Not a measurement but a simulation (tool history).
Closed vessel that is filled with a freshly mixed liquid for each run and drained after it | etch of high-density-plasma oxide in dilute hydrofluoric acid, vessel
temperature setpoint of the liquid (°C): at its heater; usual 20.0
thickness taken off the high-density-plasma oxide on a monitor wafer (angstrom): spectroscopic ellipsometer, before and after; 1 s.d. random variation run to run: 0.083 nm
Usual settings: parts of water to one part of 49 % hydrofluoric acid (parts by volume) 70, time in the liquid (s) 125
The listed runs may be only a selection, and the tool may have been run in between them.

run,hour,temperature setpoint of the liquid (°C),parts of water to one part of 49 % hydrofluoric acid (parts by volume),time in the liquid (s),wafers since the last listed run,hours since the thermometer was replaced,hours since the hydrofluoric acid flow meter was replaced,hours since the gauge calibration,"read-back film thickness of the high-density-plasma oxide reference wafer, read on the same gauge (nm)",thickness taken off the high-density-plasma oxide on a monitor wafer (angstrom)
1,0.0,20.0,70,125,0,895.9,649.7,428.3,139.99,119.6
2,38.6,20.0,70,125,4160,934.5,688.3,466.9,140.01,120.1
3,135.4,20.0,70,125,10432,1031.3,785.1,563.7,139.97,119.6
4,208.5,20.0,70,145,7878,1104.4,858.2,636.8,140.02,138.3
5,253.7,20.0,70,145,4871,1149.6,903.4,682.0,139.99,138.6
# hour 328.0: thermometer replaced
6,337.6,20.0,70,125,8934,9.6,987.3,765.9,140.00,128.0
7,438.5,23.5,70,125,10874,110.5,1088.2,866.8,140.01,148.8
8,546.2,22.5,70,125,11607,218.2,1195.9,974.5,139.98,140.9
9,673.9,20.0,70,85,13763,345.9,1323.6,1102.2,140.01,86.1
10,834.2,20.0,70,85,17276,506.2,1483.9,1262.5,140.00,84.7
11,884.9,20.0,45,125,5464,556.9,1534.6,1313.2,139.99,201.9
12,995.0,20.0,70,125,11866,667.0,1644.7,1423.3,139.96,123.8
13,1064.5,23.5,90,125,7490,736.5,1714.2,1492.8,140.02,109.0
14,1131.0,17.0,80,180,7167,803.0,1780.7,1559.3,139.98,135.7
15,1207.9,17.0,95,165,8288,879.9,1857.6,1636.2,140.01,101.8
# hour 1253.6: hydrofluoric acid flow meter replaced
16,1280.4,20.0,70,125,7706,952.4,26.8,1708.7,139.99,117.5
# hour 1287.8: thermometer replaced
17,1318.7,23.0,90,125,4020,30.9,65.1,1747.0,140.01,108.7
# hour 1326.8: gauge calibrated
18,1415.0,20.0,70,125,10378,127.2,161.4,88.2,140.03,124.7
19,1473.3,17.0,35,185,6283,185.5,219.7,146.5,139.99,338.1
20,1543.3,21.5,70,125,7544,255.5,289.7,216.5,139.97,133.7
21,1615.3,20.0,70,145,7759,327.5,361.7,288.5,140.02,145.0
22,1722.3,23.0,70,125,11532,434.5,468.7,395.5,139.98,139.2

Alternative continuations, all from the tool just after run 22; predict every row:
A,1723.0,20.0,70,125,75,435.2,469.4,396.2,?,?
B,1723.0,17.5,60,90,75,435.2,469.4,396.2,?,?
C,1723.0,23.5,95,85,75,435.2,469.4,396.2,?,?

run,"read-back film thickness of the high-density-plasma oxide reference wafer, read on the same gauge (nm)",thickness taken off the high-density-plasma oxide on a monitor wafer (angstrom)
A,140.00,123.9
B,140.00,94.6
C,140.00,69.7
With no hidden state in the tool, these same runs would have given:
run,thickness taken off the high-density-plasma oxide on a monitor wafer (angstrom)
A,126.4
B,96.6
C,71.0

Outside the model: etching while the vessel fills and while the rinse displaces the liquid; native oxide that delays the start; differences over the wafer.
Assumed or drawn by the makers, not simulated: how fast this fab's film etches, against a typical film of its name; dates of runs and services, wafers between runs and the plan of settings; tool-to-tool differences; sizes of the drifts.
